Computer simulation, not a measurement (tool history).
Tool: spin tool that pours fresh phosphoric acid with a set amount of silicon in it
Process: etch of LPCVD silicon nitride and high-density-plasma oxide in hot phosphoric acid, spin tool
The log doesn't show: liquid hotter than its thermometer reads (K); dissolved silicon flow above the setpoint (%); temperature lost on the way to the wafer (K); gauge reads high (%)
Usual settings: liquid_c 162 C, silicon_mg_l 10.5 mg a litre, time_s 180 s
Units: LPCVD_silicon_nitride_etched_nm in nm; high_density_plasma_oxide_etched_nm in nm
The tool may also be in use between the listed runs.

run	day	liquid_c	silicon_mg_l	time_s	wafers since the last listed run	hours since the thermometer was replaced	hours since the dissolved silicon flow meter was replaced	hours since the heated supply line was repaired	hours since the gauge calibration	read-back film thickness of the LPCVD silicon nitride reference wafer, read on the same gauge (nm)	read-back film thickness of the high-density-plasma oxide reference wafer, read on the same gauge (nm)	LPCVD_silicon_nitride_etched_nm	high_density_plasma_oxide_etched_nm
1	0	162	13.5	180	0	1526	2172.1	2707.1	309.8	40.02	59.943	17.51	0.839
2	0.292	162	8	180	73	1533	2179.1	2714.1	316.8	39.99	59.97	17.54	0.97
3	1.325	162	8	180	260	1557.8	2203.9	2738.9	341.6	40.01	60.017	17.53	1.059
4	1.833	162	6	180	128	1570	2216.1	2751.1	353.8	40.01	60.011	17.52	1.051
5	2.254	162	10.5	180	106	1580.1	2226.2	2761.2	363.9	40.01	60.008	17.68	0.944
6	2.933	162	10.5	180	171	1596.4	2242.5	2777.5	380.2	40.02	59.979	17.53	0.984
# day 3.125: dissolved silicon flow meter replaced
7	3.267	162	10.5	180	73	1604.4	3.4	2785.5	388.2	39.99	59.969	17.59	1.088
8	3.604	162	10.5	180	85	1612.5	11.5	2793.6	396.3	40	60.004	17.45	0.97
# day 3.879: gauge calibrated
9	3.929	162	13	135	82	1620.3	19.3	2801.4	1.2	40.01	60.007	13.25	0.668
10	4.629	159.5	10.5	240	176	1637.1	36.1	2818.2	18	40.02	59.993	21.68	1.065
# day 4.825: thermometer replaced
11	4.975	162	6	180	76	3.6	44.4	2826.5	26.3	40	59.935	16.13	0.857
12	5.546	162	13.5	250	144	17.3	58.1	2840.2	40	40	59.965	22.3	1.034
# day 5.612: heated supply line repaired
13	5.871	162	10.5	180	71	25.1	65.9	6.2	47.8	40.01	60.011	16.24	0.787

Forecast run 14:
14	6.454	162	10.5	70	147	39.1	79.9	20.2	61.8	?	?	?	?

Run 14 gave read-back film thickness of the LPCVD silicon nitride reference wafer, read on the same gauge (nm) 40.02, read-back film thickness of the high-density-plasma oxide reference wafer, read on the same gauge (nm) 59.993, LPCVD_silicon_nitride_etched_nm 6.27 nm, high_density_plasma_oxide_etched_nm 0.335 nm.
Without the tool's hidden state the same run would have given LPCVD_silicon_nitride_etched_nm 6.23 nm, high_density_plasma_oxide_etched_nm 0.33 nm.
